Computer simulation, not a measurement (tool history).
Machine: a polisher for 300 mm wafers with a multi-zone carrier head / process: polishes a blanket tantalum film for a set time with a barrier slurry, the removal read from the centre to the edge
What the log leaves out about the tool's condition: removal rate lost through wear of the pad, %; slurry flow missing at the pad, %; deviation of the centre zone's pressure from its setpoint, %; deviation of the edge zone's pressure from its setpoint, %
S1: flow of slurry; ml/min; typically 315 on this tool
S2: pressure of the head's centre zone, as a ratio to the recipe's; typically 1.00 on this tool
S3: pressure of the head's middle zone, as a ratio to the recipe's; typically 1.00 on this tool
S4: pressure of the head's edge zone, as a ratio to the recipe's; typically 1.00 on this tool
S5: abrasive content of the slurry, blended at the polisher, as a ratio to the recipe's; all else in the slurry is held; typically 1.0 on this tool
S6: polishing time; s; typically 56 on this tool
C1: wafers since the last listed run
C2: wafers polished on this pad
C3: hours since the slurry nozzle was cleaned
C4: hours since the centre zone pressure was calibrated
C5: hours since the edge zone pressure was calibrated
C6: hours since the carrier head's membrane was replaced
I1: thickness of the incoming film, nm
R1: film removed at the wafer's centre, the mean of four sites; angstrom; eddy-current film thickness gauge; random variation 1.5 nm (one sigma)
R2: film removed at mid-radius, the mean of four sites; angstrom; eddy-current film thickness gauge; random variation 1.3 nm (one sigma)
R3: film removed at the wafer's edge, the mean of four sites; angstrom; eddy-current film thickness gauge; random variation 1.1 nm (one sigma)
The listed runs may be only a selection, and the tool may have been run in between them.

run 1 day=0.000 | S1=315 S2=1.00 S3=1.00 S4=0.93 S5=1.0 S6=56 | C1=0 C2=956 C3=685.4 C4=446.7 C5=596.0 C6=1267.8 | I1=339.5 | R1=960 R2=935 R3=893
run 2 day=0.729 | S1=315 S2=1.00 S3=1.00 S4=0.93 S5=1.0 S6=56 | C1=141 C2=1098 C3=702.9 C4=464.2 C5=613.5 C6=1285.3 | I1=346.0 | R1=926 R2=891 R3=883
run 3 day=1.862 | S1=315 S2=1.00 S3=1.00 S4=0.93 S5=1.0 S6=56 | C1=220 C2=1319 C3=730.1 C4=491.4 C5=640.7 C6=1312.5 | I1=335.5 | R1=895 R2=866 R3=871
-- day=2.083 worn pad replaced by a new one
run 4 day=3.008 | S1=315 S2=1.00 S3=1.00 S4=1.00 S5=1.0 S6=56 | C1=190 C2=180 C3=757.6 C4=518.9 C5=668.2 C6=1340.0 | I1=336.2 | R1=964 R2=952 R3=953
run 5 day=4.354 | S1=315 S2=1.00 S3=1.00 S4=1.00 S5=1.0 S6=56 | C1=261 C2=442 C3=789.9 C4=551.2 C5=700.5 C6=1372.3 | I1=343.3 | R1=937 R2=926 R3=949
run 6 day=5.696 | S1=315 S2=1.00 S3=1.00 S4=1.00 S5=1.0 S6=56 | C1=260 C2=702 C3=822.1 C4=583.4 C5=732.7 C6=1404.5 | I1=333.9 | R1=911 R2=927 R3=934
run 7 day=7.092 | S1=315 S2=1.00 S3=1.00 S4=1.00 S5=1.0 S6=68 | C1=271 C2=974 C3=855.6 C4=616.9 C5=766.2 C6=1438.0 | I1=343.8 | R1=1124 R2=1105 R3=1086
-- day=7.279 centre zone pressure recalibrated
run 8 day=7.962 | S1=315 S2=1.00 S3=1.00 S4=1.00 S5=1.0 S6=68 | C1=153 C2=1127 C3=876.5 C4=16.4 C5=787.1 C6=1458.9 | I1=345.8 | R1=1073 R2=1060 R3=1068
run 9 day=8.754 | S1=420 S2=1.00 S3=1.00 S4=1.00 S5=1.0 S6=40 | C1=153 C2=1281 C3=895.5 C4=35.4 C5=806.1 C6=1477.9 | I1=336.4 | R1=634 R2=608 R3=636
-- day=10.242 worn pad replaced by a new one
run 10 day=10.262 | S1=315 S2=1.06 S3=1.00 S4=1.00 S5=1.0 S6=56 | C1=260 C2=4 C3=931.7 C4=71.6 C5=842.3 C6=1514.1 | I1=344.3 | R1=1041 R2=988 R3=968
-- day=10.571 slurry nozzle cleaned
-- day=11.842 edge zone pressure recalibrated
-- day=13.633 carrier head's membrane replaced by a new one, of another model than before
run 11 day=13.654 | S1=315 S2=1.00 S3=1.00 S4=0.90 S5=0.8 S6=56 | C1=594 C2=598 C3=74.0 C4=153.0 C5=43.5 C6=0.5 | I1=338.0 | R1=858 R2=856 R3=808
run 12 day=14.554 | S1=315 S2=0.91 S3=0.89 S4=1.00 S5=1.0 S6=56 | C1=175 C2=774 C3=95.6 C4=174.6 C5=65.1 C6=22.1 | I1=334.1 | R1=895 R2=855 R3=929
run 13 day=15.775 | S1=315 S2=1.00 S3=1.06 S4=1.00 S5=1.3 S6=56 | C1=237 C2=1011 C3=124.9 C4=203.9 C5=94.4 C6=51.4 | I1=332.9 | R1=1018 R2=1013 R3=972
-- day=16.821 worn pad replaced by a new one
run 14 day=16.988 | S1=315 S2=1.00 S3=1.00 S4=0.90 S5=1.2 S6=56 | C1=203 C2=32 C3=154.0 C4=233.0 C5=123.5 C6=80.5 | I1=338.7 | R1=1029 R2=1017 R3=970
run 15 day=17.625 | S1=315 S2=1.11 S3=0.93 S4=0.97 S5=1.0 S6=38 | C1=123 C2=156 C3=169.3 C4=248.3 C5=138.8 C6=95.8 | I1=338.1 | R1=692 R2=636 R3=646

Forecast run 16:
run 16 day=18.688 | S1=315 S2=1.00 S3=1.00 S4=1.00 S5=1.0 S6=56 | C1=206 C2=363 C3=194.8 C4=273.8 C5=164.3 C6=121.3 | I1=339.4 | R1=? R2=? R3=?

R1: 966 angstrom
R2: 971 angstrom
R3: 935 angstrom
With the hidden condition absent and the run-to-run variation left alone, this run would have shown R1 989 angstrom, R2 994 angstrom, R3 958 angstrom.
